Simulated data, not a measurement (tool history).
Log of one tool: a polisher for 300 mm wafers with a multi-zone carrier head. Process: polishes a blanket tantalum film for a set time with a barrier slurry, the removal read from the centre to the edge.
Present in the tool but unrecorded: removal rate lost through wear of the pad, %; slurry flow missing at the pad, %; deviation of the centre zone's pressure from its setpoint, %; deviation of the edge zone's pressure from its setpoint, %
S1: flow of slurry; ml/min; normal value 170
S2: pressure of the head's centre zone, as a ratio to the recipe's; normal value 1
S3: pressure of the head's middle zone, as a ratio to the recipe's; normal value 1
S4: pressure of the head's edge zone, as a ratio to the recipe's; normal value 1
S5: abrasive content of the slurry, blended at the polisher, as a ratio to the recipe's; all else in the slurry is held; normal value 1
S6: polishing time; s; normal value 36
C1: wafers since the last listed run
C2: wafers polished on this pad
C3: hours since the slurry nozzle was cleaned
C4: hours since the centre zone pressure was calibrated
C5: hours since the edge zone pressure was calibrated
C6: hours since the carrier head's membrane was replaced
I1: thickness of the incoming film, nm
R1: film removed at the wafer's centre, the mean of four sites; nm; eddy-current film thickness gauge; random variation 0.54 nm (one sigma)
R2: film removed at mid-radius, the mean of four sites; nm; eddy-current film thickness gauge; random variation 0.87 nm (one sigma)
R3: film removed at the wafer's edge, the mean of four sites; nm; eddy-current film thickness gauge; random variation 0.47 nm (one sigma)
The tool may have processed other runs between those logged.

run 1 hour=0 | S1=170 S2=1 S3=1 S4=1 S5=1 S6=36 | C1=0 C2=8540 C3=233.7 C4=950.9 C5=197.3 C6=648 | I1=462.9 | R1=80.5 R2=78.3 R3=76.2
-- hour=76.5 carrier head's membrane replaced by a new one
run 2 hour=77 | S1=170 S2=1 S3=1 S4=1 S5=1 S6=36 | C1=1014 C2=9555 C3=310.7 C4=1027.9 C5=274.3 C6=0.5 | I1=463.3 | R1=80.5 R2=77.6 R3=77.4
-- hour=112.9 centre zone pressure recalibrated
-- hour=120.9 worn pad replaced by a new one
run 3 hour=176.5 | S1=170 S2=1 S3=1 S4=1 S5=0.95 S6=36 | C1=1318 C2=784 C3=410.2 C4=63.6 C5=373.8 C6=100 | I1=475.5 | R1=76 R2=76.5 R3=74.5
run 4 hour=215.2 | S1=170 S2=1 S3=1 S4=1 S5=1.25 S6=48 | C1=545 C2=1329 C3=448.9 C4=102.3 C5=412.5 C6=138.7 | I1=471 | R1=110.3 R2=108.2 R3=109.1
run 5 hour=290.8 | S1=170 S2=1 S3=0.91 S4=1 S5=1 S6=24 | C1=1065 C2=2395 C3=524.5 C4=177.9 C5=488.1 C6=214.3 | I1=464.8 | R1=51.2 R2=47.3 R3=51
run 6 hour=416.2 | S1=170 S2=1 S3=0.89 S4=1 S5=1.15 S6=36 | C1=1767 C2=4162 C3=649.9 C4=303.3 C5=613.5 C6=339.7 | I1=475.4 | R1=79.8 R2=70.3 R3=78.3
-- hour=489.7 slurry nozzle cleaned
run 7 hour=513.2 | S1=170 S2=1.06 S3=0.95 S4=1 S5=1 S6=36 | C1=1353 C2=5516 C3=23.5 C4=400.3 C5=710.5 C6=436.7 | I1=470.6 | R1=85.6 R2=76 R3=78.6
-- hour=515.2 edge zone pressure recalibrated
run 8 hour=588 | S1=225 S2=0.96 S3=0.93 S4=1 S5=1 S6=36 | C1=1026 C2=6542 C3=98.3 C4=475.1 C5=72.8 C6=511.5 | I1=471.8 | R1=80.6 R2=76.4 R3=80.1
run 9 hour=648.4 | S1=170 S2=1 S3=1.08 S4=1 S5=1 S6=36 | C1=851 C2=7393 C3=158.7 C4=535.5 C5=133.2 C6=571.9 | I1=474.1 | R1=81.1 R2=83.3 R3=77
run 10 hour=735.7 | S1=170 S2=1 S3=1 S4=1 S5=1.3 S6=27 | C1=1230 C2=8624 C3=246 C4=622.8 C5=220.5 C6=659.2 | I1=476.8 | R1=65.2 R2=62.8 R3=61.9
-- hour=754.9 carrier head's membrane replaced by a new one
-- hour=773.4 worn pad replaced by a new one
run 11 hour=791.2 | S1=155 S2=1 S3=0.92 S4=1.06 S5=0.7 S6=36 | C1=655 C2=250 C3=301.5 C4=678.3 C5=276 C6=36.3 | I1=468.1 | R1=68 R2=61.2 R3=66.7
run 12 hour=875.5 | S1=170 S2=1 S3=0.97 S4=0.95 S5=1 S6=41 | C1=1188 C2=1439 C3=385.8 C4=762.6 C5=360.3 C6=120.6 | I1=473.2 | R1=91.2 R2=83.8 R3=84.7
run 13 hour=957.6 | S1=170 S2=1 S3=1 S4=1 S5=1 S6=36 | C1=1157 C2=2596 C3=467.9 C4=844.7 C5=442.4 C6=202.7 | I1=471 | R1=78.7 R2=76.5 R3=75.5
run 14 hour=1030.4 | S1=155 S2=0.93 S3=1 S4=0.9 S5=1 S6=36 | C1=1026 C2=3622 C3=540.7 C4=917.5 C5=515.2 C6=275.5 | I1=469.9 | R1=72.2 R2=74.5 R3=70.7
run 15 hour=1101.2 | S1=170 S2=1.09 S3=1.08 S4=1 S5=0.8 S6=36 | C1=998 C2=4620 C3=611.5 C4=988.3 C5=586 C6=346.3 | I1=474.5 | R1=77 R2=73.2 R3=68.3
-- hour=1124.8 edge zone pressure recalibrated
-- hour=1180.1 slurry nozzle cleaned
run 16 hour=1181.2 | S1=210 S2=1.04 S3=1 S4=0.9 S5=1 S6=25 | C1=1085 C2=5706 C3=1.1 C4=1068.3 C5=56.4 C6=426.3 | I1=475.6 | R1=61.5 R2=57.1 R3=52.5
-- hour=1219 centre zone pressure recalibrated
run 17 hour=1282.5 | S1=170 S2=1 S3=1 S4=1 S5=0.75 S6=24 | C1=1399 C2=7105 C3=102.4 C4=63.5 C5=157.7 C6=527.6 | I1=460.8 | R1=46.3 R2=46.2 R3=46
-- hour=1397.8 carrier head's membrane replaced by a new one
-- hour=1502.4 worn pad replaced by a new one
run 18 hour=1544.3 | S1=170 S2=1 S3=1 S4=1 S5=1 S6=36 | C1=3563 C2=590 C3=364.2 C4=325.3 C5=419.5 C6=146.5 | I1=465.9 | R1=78.8 R2=75.5 R3=76.3
run 19 hour=1631 | S1=170 S2=0.92 S3=1 S4=1 S5=1 S6=36 | C1=1222 C2=1812 C3=450.9 C4=412 C5=506.2 C6=233.2 | I1=475.2 | R1=71.6 R2=76.5 R3=76.2
run 20 hour=1730.1 | S1=170 S2=1 S3=1 S4=1 S5=1 S6=36 | C1=1396 C2=3209 C3=550 C4=511.1 C5=605.3 C6=332.3 | I1=474.8 | R1=77.4 R2=75.8 R3=76
-- hour=1743.9 edge zone pressure recalibrated
run 21 hour=1812.3 | S1=170 S2=1 S3=1 S4=1 S5=1 S6=43 | C1=1130 C2=4340 C3=632.2 C4=593.3 C5=68.4 C6=414.5 | I1=470.9 | R1=92.3 R2=90.4 R3=88.6
run 22 hour=1867.3 | S1=115 S2=1.1 S3=1.06 S4=1 S5=1 S6=27 | C1=775 C2=5115 C3=687.2 C4=648.3 C5=123.4 C6=469.5 | I1=478.1 | R1=57.4 R2=54.5 R3=52.5

Branching from run 22: 3 alternative next runs. What would each branch give?
run A hour=1867.7 | S1=170 S2=1 S3=1 S4=1 S5=1 S6=36 | C1=5 C2=5121 C3=687.6 C4=648.7 C5=123.8 C6=469.9 | I1=468.4 | R1=? R2=? R3=?
run B hour=1867.7 | S1=170 S2=1 S3=1.08 S4=1 S5=1 S6=48 | C1=5 C2=5121 C3=687.6 C4=648.7 C5=123.8 C6=469.9 | I1=468.4 | R1=? R2=? R3=?
run C hour=1867.7 | S1=170 S2=1 S3=1 S4=0.9 S5=1.15 S6=36 | C1=5 C2=5121 C3=687.6 C4=648.7 C5=123.8 C6=469.9 | I1=468.4 | R1=? R2=? R3=?

run=A R1=77 R2=74.5 R3=73.6
run=B R1=102.8 R2=106.1 R3=98
run=C R1=80.6 R2=78 R3=73.2
Had the tool no hidden state, the same runs would have come out as:
run=A R1=79.1 R2=79.8 R3=77.2
run=B R1=105.5 R2=113.5 R3=102.8
run=C R1=82.7 R2=83.4 R3=76.8

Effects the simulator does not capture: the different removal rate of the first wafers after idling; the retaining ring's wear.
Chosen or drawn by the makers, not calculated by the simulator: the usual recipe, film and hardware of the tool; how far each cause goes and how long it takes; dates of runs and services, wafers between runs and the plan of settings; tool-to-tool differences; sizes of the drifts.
